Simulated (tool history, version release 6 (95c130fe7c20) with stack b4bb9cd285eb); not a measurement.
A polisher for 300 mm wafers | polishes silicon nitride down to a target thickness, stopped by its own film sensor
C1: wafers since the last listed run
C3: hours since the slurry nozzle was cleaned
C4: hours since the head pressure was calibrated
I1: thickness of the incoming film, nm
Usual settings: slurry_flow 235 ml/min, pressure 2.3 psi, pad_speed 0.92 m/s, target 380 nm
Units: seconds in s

Run 1, day 0: usual settings but pressure 2.9 psi, pad_speed 1 m/s; C1 0; wafers polished on this pad 840; C3 49.6; C4 241.3; I1 539.4. Result: seconds 146.9 s.
Run 2, day 1.862: usual settings but slurry_flow 175 ml/min; C1 249; wafers polished on this pad 1090; C3 94.3; C4 286; I1 537.3. Result: seconds 184.2 s.
Run 3, day 3.15: usual settings but slurry_flow 175 ml/min; C1 172; wafers polished on this pad 1262; C3 125.2; C4 316.9; I1 537.4. Result: seconds 187.3 s.
Run 4, day 5.688: usual settings; C1 340; wafers polished on this pad 1603; C3 186.1; C4 377.8; I1 527.7. Result: seconds 173.9 s.
At day 6.412: worn pad replaced by a new one.
Run 5, day 8.2: usual settings; C1 314; wafers polished on this pad 239; C3 246.4; C4 438.1; I1 538.1. Result: seconds 183.7 s.
Run 6, day 9.85: usual settings; C1 221; wafers polished on this pad 460; C3 286; C4 477.7; I1 532.3. Result: seconds 179.8 s.
At day 10.633: slurry nozzle cleaned.
At day 12.133: head pressure recalibrated.
Run 7, day 12.846: usual settings; C1 384; wafers polished on this pad 845; C3 53.1; C4 17.1; I1 538.9. Result: seconds 184.5 s.
At day 17.725: worn pad replaced by a new one.
Run 8, day 19.796: usual settings; C1 909; wafers polished on this pad 277; C3 219.9; C4 183.9; I1 531.9. Result: seconds 176.8 s.
Run 9, day 21.967: usual settings but slurry_flow 285 ml/min; C1 291; wafers polished on this pad 568; C3 272; C4 236; I1 543. Result: seconds 193.8 s.
Run 10, day 23.429: usual settings but slurry_flow 285 ml/min; C1 196; wafers polished on this pad 764; C3 307.1; C4 271.1; I1 534.3. Result: seconds 178 s.
At day 24.062: slurry nozzle cleaned.
Run 11, day 26.358: usual settings but slurry_flow 285 ml/min; C1 387; wafers polished on this pad 1151; C3 55.1; C4 341.4; I1 539.6. Result: seconds 178.5 s.
Run 12, day 28.092: usual settings but slurry_flow 215 ml/min; C1 232; wafers polished on this pad 1384; C3 96.7; C4 383; I1 537.7. Result: seconds 183.8 s.
Run 13, day 30.25: usual settings; C1 289; wafers polished on this pad 1673; C3 148.5; C4 434.8; I1 545.9. Result: seconds 194.8 s.
At day 31.75: worn pad replaced by a new one.
At day 32: head pressure recalibrated.
Run 14, day 32.612: usual settings; C1 283; wafers polished on this pad 104; C3 205.2; C4 14.7; I1 542.5. Result: seconds 190 s.
Run 15, day 34.417: usual settings but slurry_flow 210 ml/min, pad_speed 0.74 m/s; C1 241; wafers polished on this pad 346; C3 248.5; C4 58; I1 539.1. Result: seconds 212.2 s.
At day 36.221: slurry nozzle cleaned.
Run 16, day 37.079: usual settings but slurry_flow 285 ml/min, target 327 nm; C1 351; wafers polished on this pad 697; C3 20.6; C4 121.9; I1 540.7. Result: seconds 234.3 s.
Run 17, day 39.175: usual settings but pressure 2.9 psi, pad_speed 1 m/s; C1 281; wafers polished on this pad 978; C3 70.9; C4 172.2; I1 546.3. Result: seconds 150.2 s.
Run 18, day 40.604: usual settings but slurry_flow 175 ml/min; C1 191; wafers polished on this pad 1170; C3 105.2; C4 206.5; I1 537.5. Result: seconds 187.6 s.
Run 19, day 41.621: usual settings but pad_speed 1.06 m/s; C1 136; wafers polished on this pad 1306; C3 129.6; C4 230.9; I1 539.6. Result: seconds 170.7 s.
Run 20, day 42.679: usual settings but slurry_flow 195 ml/min, pressure 2.8 psi, pad_speed 0.76 m/s; C1 141; wafers polished on this pad 1448; C3 155; C4 256.3; I1 540.2. Result: seconds 183.3 s.
At day 43.392: worn pad replaced by a new one.
Run 21, day 44.55: usual settings but pad_speed 1.08 m/s, target 408 nm; C1 228; wafers polished on this pad 155; C3 199.9; C4 301.2; I1 544.1. Result: seconds 144.8 s.
Run 22, day 46.2: usual settings but pressure 1.5 psi, target 406 nm; C1 221; wafers polished on this pad 376; C3 239.5; C4 340.8; I1 539.9. Result: seconds 214.1 s.
At day 47.096: slurry nozzle cleaned.
Run 23, day 47.871: usual settings; C1 218; wafers polished on this pad 594; C3 18.6; C4 380.9; I1 548.7. Result: seconds 188.4 s.
Run 24, day 51.212: usual settings but pressure 2.9 psi, pad_speed 1.12 m/s, target 354 nm; C1 448; wafers polished on this pad 1042; C3 98.8; C4 461.1; I1 536.4. Result: seconds 156.2 s.
At day 52.721: head pressure recalibrated.
Run 25, day 53.562: usual settings but slurry_flow 305 ml/min, target 338 nm; C1 303; wafers polished on this pad 1346; C3 155.2; C4 20.2; I1 542.7. Result: seconds 228.8 s.
At day 54.8: worn pad replaced by a new one.
Run 26, day 55.917: usual settings; C1 293; wafers polished on this pad 149; C3 211.7; C4 76.7; I1 540.5. Result: seconds 190.6 s.
Run 27, day 57.817: usual settings but slurry_flow 155 ml/min, pressure 2.9 psi, target 409 nm; C1 254; wafers polished on this pad 404; C3 257.3; C4 122.3; I1 544.4. Result: seconds 138.9 s.
Run 28, day 60.796: usual settings; C1 399; wafers polished on this pad 803; C3 328.8; C4 193.8; I1 545.3. Result: seconds 198.5 s.
At day 61.208: slurry nozzle cleaned.
Run 29, day 62.688: usual settings but pad_speed 1.08 m/s, target 407 nm; C1 248; wafers polished on this pad 1051; C3 35.5; C4 239.2; I1 533.1. Result: seconds 131.2 s.

3 ways to go on from here, each from the tool as it stands after run 29. What would each give?
Run A, day 62.708: usual settings but pressure 3 psi; C1 2; wafers polished on this pad 1054; C3 36; C4 239.7; I1 543.6. Result: seconds ?.
Run B, day 62.708: usual settings but slurry_flow 265 ml/min, pad_speed 1.08 m/s; C1 2; wafers polished on this pad 1054; C3 36; C4 239.7; I1 543.6. Result: seconds ?.
Run C, day 62.708: usual settings but slurry_flow 205 ml/min, pad_speed 1.16 m/s, target 337 nm; C1 2; wafers polished on this pad 1054; C3 36; C4 239.7; I1 543.6. Result: seconds ?.

run  seconds
  A    149.8
  B    165.6
  C    205.1
Without the tool's hidden state the same runs would have given:
run  seconds
  A    147.4
  B    163.2
  C    201.6
